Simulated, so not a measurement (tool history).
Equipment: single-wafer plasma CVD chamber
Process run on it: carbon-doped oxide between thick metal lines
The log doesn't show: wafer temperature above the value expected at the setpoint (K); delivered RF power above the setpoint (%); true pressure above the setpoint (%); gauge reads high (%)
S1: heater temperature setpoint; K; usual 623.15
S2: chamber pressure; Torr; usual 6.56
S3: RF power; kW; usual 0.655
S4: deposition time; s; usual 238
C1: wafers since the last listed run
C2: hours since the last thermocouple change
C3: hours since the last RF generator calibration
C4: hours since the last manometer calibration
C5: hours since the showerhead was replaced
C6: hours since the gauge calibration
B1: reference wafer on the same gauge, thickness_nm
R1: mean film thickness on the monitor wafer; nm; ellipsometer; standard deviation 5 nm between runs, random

{"run": 1, "hour": 0.0, "S1": 623.15, "S2": 6.56, "S3": 0.655, "S4": 238, "C1": 0, "C2": 1472.7, "C3": 1407.5, "C4": 34.3, "C5": 5519.7, "C6": 70.1, "B1": 1680.43, "R1": 1647.286}
{"run": 2, "hour": 43.3, "S1": 623.15, "S2": 6.56, "S3": 0.655, "S4": 238, "C1": 450, "C2": 1516, "C3": 1450.8, "C4": 77.6, "C5": 5563, "C6": 113.4, "B1": 1681.401, "R1": 1652.745}
{"run": 3, "hour": 73.9, "S1": 623.15, "S2": 6.56, "S3": 0.655, "S4": 238, "C1": 318, "C2": 1546.6, "C3": 1481.4, "C4": 108.2, "C5": 5593.6, "C6": 144, "B1": 1680.311, "R1": 1650.874}
{"run": 4, "hour": 122.1, "S1": 619.15, "S2": 7.46, "S3": 0.655, "S4": 238, "C1": 500, "C2": 1594.8, "C3": 1529.6, "C4": 156.4, "C5": 5641.8, "C6": 192.2, "B1": 1679.706, "R1": 1681.545}
{"run": 5, "hour": 181.5, "S1": 619.15, "S2": 7.46, "S3": 0.655, "S4": 238, "C1": 617, "C2": 1654.2, "C3": 1589, "C4": 215.8, "C5": 5701.2, "C6": 251.6, "B1": 1680.045, "R1": 1690.891}
{"run": 6, "hour": 220.4, "S1": 623.15, "S2": 6.56, "S3": 0.655, "S4": 238, "C1": 404, "C2": 1693.1, "C3": 1627.9, "C4": 254.7, "C5": 5740.1, "C6": 290.5, "B1": 1680.227, "R1": 1661.551}
{"run": 7, "hour": 277.8, "S1": 623.15, "S2": 6.56, "S3": 0.655, "S4": 238, "C1": 596, "C2": 1750.5, "C3": 1685.3, "C4": 312.1, "C5": 5797.5, "C6": 347.9, "B1": 1679.473, "R1": 1651.913}
{"run": 8, "hour": 466.2, "S1": 623.15, "S2": 6.56, "S3": 0.655, "S4": 238, "C1": 1957, "C2": 1938.9, "C3": 1873.7, "C4": 500.5, "C5": 5985.9, "C6": 536.3, "B1": 1679.964, "R1": 1654.001}
{"run": 9, "hour": 518.8, "S1": 623.15, "S2": 6.56, "S3": 0.655, "S4": 238, "C1": 546, "C2": 1991.5, "C3": 1926.3, "C4": 553.1, "C5": 6038.5, "C6": 588.9, "B1": 1679.203, "R1": 1663.111}
{"run": 10, "hour": 556.7, "S1": 623.15, "S2": 6.56, "S3": 0.655, "S4": 238, "C1": 393, "C2": 2029.4, "C3": 1964.2, "C4": 591, "C5": 6076.4, "C6": 626.8, "B1": 1681.043, "R1": 1652.337}
{"run": 11, "hour": 582.5, "S1": 623.15, "S2": 6.56, "S3": 0.655, "S4": 238, "C1": 268, "C2": 2055.2, "C3": 1990, "C4": 616.8, "C5": 6102.2, "C6": 652.6, "B1": 1679.458, "R1": 1657.048}
{"hour": 608.9, "done": "showerhead replaced"}
{"run": 12, "hour": 641.3, "S1": 623.15, "S2": 6.56, "S3": 0.655, "S4": 238, "C1": 527, "C2": 2114, "C3": 2048.8, "C4": 675.6, "C5": 32.4, "C6": 711.4, "B1": 1679.424, "R1": 1650.883}
{"run": 13, "hour": 705.7, "S1": 623.15, "S2": 6.56, "S3": 0.655, "S4": 238, "C1": 669, "C2": 2178.4, "C3": 2113.2, "C4": 740, "C5": 96.8, "C6": 775.8, "B1": 1681.349, "R1": 1672.482}
{"hour": 839.8, "done": "thermocouple changed; heater temperature recalibrated"}
{"run": 14, "hour": 893.1, "S1": 623.15, "S2": 6.56, "S3": 0.655, "S4": 238, "C1": 1864, "C2": 53.3, "C3": 2300.6, "C4": 927.4, "C5": 284.2, "C6": 963.2, "B1": 1679.271, "R1": 1633.369}
{"run": 15, "hour": 939.5, "S1": 619.15, "S2": 7.46, "S3": 0.655, "S4": 238, "C1": 482, "C2": 99.7, "C3": 2347, "C4": 973.8, "C5": 330.6, "C6": 1009.6, "B1": 1679.852, "R1": 1661.917}
{"run": 16, "hour": 965.1, "S1": 623.15, "S2": 6.56, "S3": 0.655, "S4": 238, "C1": 266, "C2": 125.3, "C3": 2372.6, "C4": 999.4, "C5": 356.2, "C6": 1035.2, "B1": 1679.866, "R1": 1633.577}
{"hour": 1006.2, "done": "gauge calibrated"}
{"run": 17, "hour": 1021.5, "S1": 623.15, "S2": 6.56, "S3": 0.655, "S4": 238, "C1": 586, "C2": 181.7, "C3": 2429, "C4": 1055.8, "C5": 412.6, "C6": 15.3, "B1": 1680.448, "R1": 1630.765}
{"hour": 1044.3, "done": "RF generator calibrated"}
{"run": 18, "hour": 1090.1, "S1": 623.15, "S2": 6.56, "S3": 0.7, "S4": 224, "C1": 629, "C2": 250.3, "C3": 45.8, "C4": 1124.4, "C5": 481.2, "C6": 83.9, "B1": 1679.847, "R1": 1639.083}
{"hour": 1131.7, "done": "capacitance manometer re-zeroed and calibrated"}
{"run": 19, "hour": 1132.2, "S1": 623.15, "S2": 6.56, "S3": 0.655, "S4": 280, "C1": 354, "C2": 292.4, "C3": 87.9, "C4": 0.5, "C5": 523.3, "C6": 126, "B1": 1680.2, "R1": 1914.537}
{"run": 20, "hour": 1149.0, "S1": 635.15, "S2": 7.41, "S3": 0.785, "S4": 238, "C1": 174, "C2": 309.2, "C3": 104.7, "C4": 17.3, "C5": 540.1, "C6": 142.8, "B1": 1680.779, "R1": 1861.592}
{"run": 21, "hour": 1241.2, "S1": 623.15, "S2": 6.56, "S3": 0.655, "S4": 238, "C1": 958, "C2": 401.4, "C3": 196.9, "C4": 109.5, "C5": 632.3, "C6": 235, "B1": 1678.843, "R1": 1635.934}
{"run": 22, "hour": 1268.0, "S1": 623.15, "S2": 7.76, "S3": 0.605, "S4": 238, "C1": 278, "C2": 428.2, "C3": 223.7, "C4": 136.3, "C5": 659.1, "C6": 261.8, "B1": 1679.32, "R1": 1520.843}
{"run": 23, "hour": 1295.4, "S1": 613.15, "S2": 7.62, "S3": 0.55, "S4": 238, "C1": 284, "C2": 455.6, "C3": 251.1, "C4": 163.7, "C5": 686.5, "C6": 289.2, "B1": 1679.077, "R1": 1404.856}
{"run": 24, "hour": 1330.5, "S1": 623.15, "S2": 7.01, "S3": 0.655, "S4": 238, "C1": 364, "C2": 490.7, "C3": 286.2, "C4": 198.8, "C5": 721.6, "C6": 324.3, "B1": 1681.029, "R1": 1637.451}
{"run": 25, "hour": 1369.9, "S1": 619.15, "S2": 7.46, "S3": 0.655, "S4": 238, "C1": 409, "C2": 530.1, "C3": 325.6, "C4": 238.2, "C5": 761, "C6": 363.7, "B1": 1681.278, "R1": 1670.728}
{"run": 26, "hour": 1405.3, "S1": 623.15, "S2": 8.14, "S3": 0.655, "S4": 238, "C1": 367, "C2": 565.5, "C3": 361, "C4": 273.6, "C5": 796.4, "C6": 399.1, "B1": 1679.981, "R1": 1658.971}
{"run": 27, "hour": 1429.9, "S1": 623.15, "S2": 6.56, "S3": 0.72, "S4": 285, "C1": 255, "C2": 590.1, "C3": 385.6, "C4": 298.2, "C5": 821, "C6": 423.7, "B1": 1680.673, "R1": 2134.951}
{"run": 28, "hour": 1456.6, "S1": 623.15, "S2": 6.56, "S3": 0.655, "S4": 259, "C1": 277, "C2": 616.8, "C3": 412.3, "C4": 324.9, "C5": 847.7, "C6": 450.4, "B1": 1680.648, "R1": 1776.283}
{"run": 29, "hour": 1581.3, "S1": 614.15, "S2": 7.22, "S3": 0.72, "S4": 204, "C1": 1295, "C2": 741.5, "C3": 537, "C4": 449.6, "C5": 972.4, "C6": 575.1, "B1": 1681.121, "R1": 1585.748}

Below are 3 alternative next runs, each starting from the tool's condition after run 29. Predict each:
{"run": "A", "hour": 1581.8, "S1": 623.15, "S2": 6.56, "S3": 0.655, "S4": 238, "C1": 5, "C2": 742, "C3": 537.5, "C4": 450.1, "C5": 972.9, "C6": 575.6, "B1": "?", "R1": "?"}
{"run": "B", "hour": 1581.8, "S1": 623.15, "S2": 6.56, "S3": 0.555, "S4": 284, "C1": 5, "C2": 742, "C3": 537.5, "C4": 450.1, "C5": 972.9, "C6": 575.6, "B1": "?", "R1": "?"}
{"run": "C", "hour": 1581.8, "S1": 633.15, "S2": 6.98, "S3": 0.74, "S4": 238, "C1": 5, "C2": 742, "C3": 537.5, "C4": 450.1, "C5": 972.9, "C6": 575.6, "B1": "?", "R1": "?"}

run=A B1=1679.78 R1=1646.45
run=B B1=1679.78 R1=1646.815
run=C B1=1679.78 R1=1799.966
Without the tool's hidden state the same runs would have given:
run=A R1=1637.097
run=B R1=1637.46
run=C R1=1790.939
